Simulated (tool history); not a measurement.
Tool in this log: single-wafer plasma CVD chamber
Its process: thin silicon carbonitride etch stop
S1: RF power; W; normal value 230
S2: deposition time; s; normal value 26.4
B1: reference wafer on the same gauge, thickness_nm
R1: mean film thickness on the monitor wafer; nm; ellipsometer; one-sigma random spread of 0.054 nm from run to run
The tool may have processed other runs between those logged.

run,hour,S1,S2,B1,R1
1,0.0,230,29.3,14.902,18.176
# hour 21.9: RF generator calibrated
2,92.8,230,29.3,14.903,18.647
3,196.8,230,26.4,14.888,16.855
4,241.4,230,26.4,14.903,16.699
5,294.3,200,26.4,14.904,16.074
6,562.6,200,26.4,14.896,16.067
7,665.9,210,26.4,14.896,16.230
# hour 693.8: gauge calibrated
8,765.8,230,24.6,14.876,15.536
9,853.3,230,24.6,14.889,15.417
10,952.5,230,24.6,14.900,15.382
11,993.5,210,25.2,14.902,15.340
12,1049.5,210,25.2,14.888,15.291
13,1217.7,210,25.2,14.892,15.267
14,1289.2,230,26.4,14.888,16.475
# hour 1334.5: RF generator calibrated
15,1366.7,200,30.0,14.915,18.225
# hour 1400.2: thermocouple changed; heater temperature recalibrated
# hour 1434.8: showerhead replaced
16,1469.9,195,22.4,14.914,13.572
17,1535.7,250,22.0,14.904,14.349
18,1641.4,230,26.4,14.888,16.773
19,1739.3,230,26.4,14.906,16.749
20,1796.0,245,26.4,14.895,17.020
21,1836.6,230,21.3,14.907,13.451
22,1940.8,265,30.5,14.915,20.087
23,2044.3,245,22.9,14.900,14.688
24,2148.8,255,29.6,14.912,19.152
25,2224.2,265,22.7,14.912,14.914
26,2273.6,195,29.4,14.889,17.576
27,2325.6,230,30.2,14.900,18.864
28,2382.8,265,26.4,14.896,17.189
29,2486.9,230,26.4,14.898,16.507
30,2561.3,210,28.6,14.897,17.325
# hour 2562.6: gauge calibrated
31,2650.3,215,23.6,14.901,14.451
# hour 2716.8: RF generator calibrated
32,2745.4,230,26.4,14.901,16.874
33,2800.3,270,24.6,14.902,16.330
34,2889.6,200,28.4,14.894,17.410
35,2938.8,200,28.9,14.882,17.546

List, for all runs, the conditions of the tool that the log does not record:
wafer temperature above the value expected at the setpoint (K): 0 at every run
gauge reads high (%): 0 at every run
H1: delivered RF power above the setpoint (%)
run,H1
1,-9.02
2,-0.893
3,-1.49
4,-1.74
5,-2.04
6,-3.58
7,-4.17
8,-4.74
9,-5.24
10,-5.81
11,-6.04
12,-6.36
13,-7.32
14,-7.73
15,-0.63
16,-1.22
17,-1.6
18,-2.2
19,-2.76
20,-3.08
21,-3.32
22,-3.91
23,-4.5
24,-5.1
25,-5.53
26,-5.81
27,-6.11
28,-6.44
29,-7.03
30,-7.46
31,-7.97
32,-0.684
33,-0.998
34,-1.51
35,-1.79

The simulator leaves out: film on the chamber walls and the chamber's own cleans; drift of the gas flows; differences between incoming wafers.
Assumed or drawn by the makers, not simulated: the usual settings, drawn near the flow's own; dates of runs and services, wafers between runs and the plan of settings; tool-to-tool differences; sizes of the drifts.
